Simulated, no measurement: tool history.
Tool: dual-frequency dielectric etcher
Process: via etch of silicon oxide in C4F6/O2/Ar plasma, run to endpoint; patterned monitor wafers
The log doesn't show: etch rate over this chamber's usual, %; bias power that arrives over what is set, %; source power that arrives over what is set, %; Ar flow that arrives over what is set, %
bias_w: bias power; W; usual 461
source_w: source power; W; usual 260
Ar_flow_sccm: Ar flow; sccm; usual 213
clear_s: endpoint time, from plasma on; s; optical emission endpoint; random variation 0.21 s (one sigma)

| run | hour | bias_w | source_w | Ar_flow_sccm | wafers since the last listed run | hours since the last wet clean | hours since the last bias power generator calibration | hours since the last source power generator calibration | hours since the last Ar flow controller change | hours since the last upper electrode change | incoming incoming film thickness, nm | clear_s |
|---|---|---|---|---|---|---|---|---|---|---|---|---|
| 1 | 0 | 461 | 260 | 213 | 0 | 153.6 | 2078.7 | 3571.1 | 3821.4 | 4183.2 | 89.3 | 24.3 |
| 2 | 32.7 | 461 | 260 | 244 | 472 | 186.3 | 2111.4 | 3603.8 | 3854.1 | 4215.9 | 89.5 | 24.2 |
| 3 | 68.2 | 461 | 260 | 244 | 513 | 221.8 | 2146.9 | 3639.3 | 3889.6 | 4251.4 | 87.9 | 23.7 |
|  | 119.7 | upper electrode replaced |
|  | 125.5 | Ar flow controller replaced |
| 4 | 126 | 461 | 260 | 244 | 404 | 279.6 | 2204.7 | 3697.1 | 0.5 | 6.3 | 88.3 | 23.1 |
|  | 135.9 | source power generator calibrated |
| 5 | 138.5 | 422 | 260 | 213 | 122 | 292.1 | 2217.2 | 2.6 | 13 | 18.8 | 88.9 | 24 |
| 6 | 167.4 | 461 | 260 | 213 | 418 | 321 | 2246.1 | 31.5 | 41.9 | 47.7 | 87.6 | 23.2 |
| 7 | 211.4 | 461 | 280 | 213 | 636 | 365 | 2290.1 | 75.5 | 85.9 | 91.7 | 89 | 22.3 |
| 8 | 244.2 | 461 | 280 | 213 | 474 | 397.8 | 2322.9 | 108.3 | 118.7 | 124.5 | 88.5 | 21.9 |
| 9 | 256.6 | 461 | 260 | 213 | 179 | 410.2 | 2335.3 | 120.7 | 131.1 | 136.9 | 88.3 | 23.1 |
| 10 | 268.7 | 461 | 260 | 213 | 175 | 422.3 | 2347.4 | 132.8 | 143.2 | 149 | 88.9 | 23.1 |
| 11 | 284 | 496 | 230 | 242 | 221 | 437.6 | 2362.7 | 148.1 | 158.5 | 164.3 | 89 | 24.7 |
| 12 | 301.1 | 359 | 210 | 244 | 247 | 454.7 | 2379.8 | 165.2 | 175.6 | 181.4 | 89.7 | 28.1 |
| 13 | 314.9 | 568 | 220 | 256 | 199 | 468.5 | 2393.6 | 179 | 189.4 | 195.2 | 88.9 | 24.5 |
| 14 | 338.5 | 461 | 260 | 213 | 341 | 492.1 | 2417.2 | 202.6 | 213 | 218.8 | 88.8 | 22.8 |
|  | 373.8 | wet clean of the chamber |
| 15 | 374.3 | 461 | 260 | 198 | 170 | 0.5 | 2453 | 238.4 | 248.8 | 254.6 | 88.3 | 24 |
|  | 388.4 | bias power generator calibrated |
| 16 | 389.3 | 411 | 280 | 213 | 159 | 15.5 | 0.9 | 253.4 | 263.8 | 269.6 | 87.4 | 23.3 |
| 17 | 410.4 | 461 | 200 | 213 | 305 | 36.6 | 22 | 274.5 | 284.9 | 290.7 | 89 | 28.6 |
| 18 | 435.4 | 461 | 310 | 188 | 361 | 61.6 | 47 | 299.5 | 309.9 | 315.7 | 88.8 | 21.2 |
| 19 | 449.8 | 411 | 280 | 213 | 208 | 76 | 61.4 | 313.9 | 324.3 | 330.1 | 88.1 | 23.7 |
| 20 | 515.3 | 461 | 260 | 213 | 947 | 141.5 | 126.9 | 379.4 | 389.8 | 395.6 | 87.6 | 24 |
| 21 | 537.2 | 552 | 240 | 239 | 316 | 163.4 | 148.8 | 401.3 | 411.7 | 417.5 | 88.5 | 23.7 |
| 22 | 549.9 | 556 | 240 | 235 | 183 | 176.1 | 161.5 | 414 | 424.4 | 430.2 | 88.1 | 23.6 |
| 23 | 576.6 | 565 | 230 | 213 | 386 | 202.8 | 188.2 | 440.7 | 451.1 | 456.9 | 89.1 | 24.2 |
| 24 | 612.3 | 354 | 220 | 256 | 516 | 238.5 | 223.9 | 476.4 | 486.8 | 492.6 | 88.7 | 28.4 |
| 25 | 631.7 | 572 | 260 | 185 | 280 | 257.9 | 243.3 | 495.8 | 506.2 | 512 | 87.6 | 21.8 |
| 26 | 656.1 | 570 | 260 | 213 | 352 | 282.3 | 267.7 | 520.2 | 530.6 | 536.4 | 88.5 | 22.1 |
| 27 | 689.1 | 535 | 240 | 227 | 477 | 315.3 | 300.7 | 553.2 | 563.6 | 569.4 | 88.5 | 23.7 |
| 28 | 719.1 | 461 | 260 | 213 | 433 | 345.3 | 330.7 | 583.2 | 593.6 | 599.4 | 88.5 | 23.2 |
| 29 | 741.9 | 461 | 260 | 213 | 329 | 368.1 | 353.5 | 606 | 616.4 | 622.2 | 88.8 | 23 |

How the hidden state differs across the entries between the runs, from the last listed run before each to the first after it:
Between runs 3 and 4: upper electrode replaced (hour 119.7); Ar flow controller replaced (hour 125.5)
  etch rate over this chamber's usual, %: 1.89 -> 2.43
  measured less the result without the state, clear_s: -0.5 -> -0.5 s
Between runs 4 and 5: source power generator calibrated (hour 135.9)
  etch rate over this chamber's usual, %: 2.43 -> 2.54
  measured less the result without the state, clear_s: -0.5 -> -0.6 s
Between runs 14 and 15: wet clean of the chamber (hour 373.8)
  etch rate over this chamber's usual, %: 4.41 -> -0.766
  measured less the result without the state, clear_s: -1.1 -> +0.1 s
Between runs 15 and 16: bias power generator calibrated (hour 388.4)
  etch rate over this chamber's usual, %: -0.766 -> -0.626
  measured less the result without the state, clear_s: +0.1 -> +0.1 s

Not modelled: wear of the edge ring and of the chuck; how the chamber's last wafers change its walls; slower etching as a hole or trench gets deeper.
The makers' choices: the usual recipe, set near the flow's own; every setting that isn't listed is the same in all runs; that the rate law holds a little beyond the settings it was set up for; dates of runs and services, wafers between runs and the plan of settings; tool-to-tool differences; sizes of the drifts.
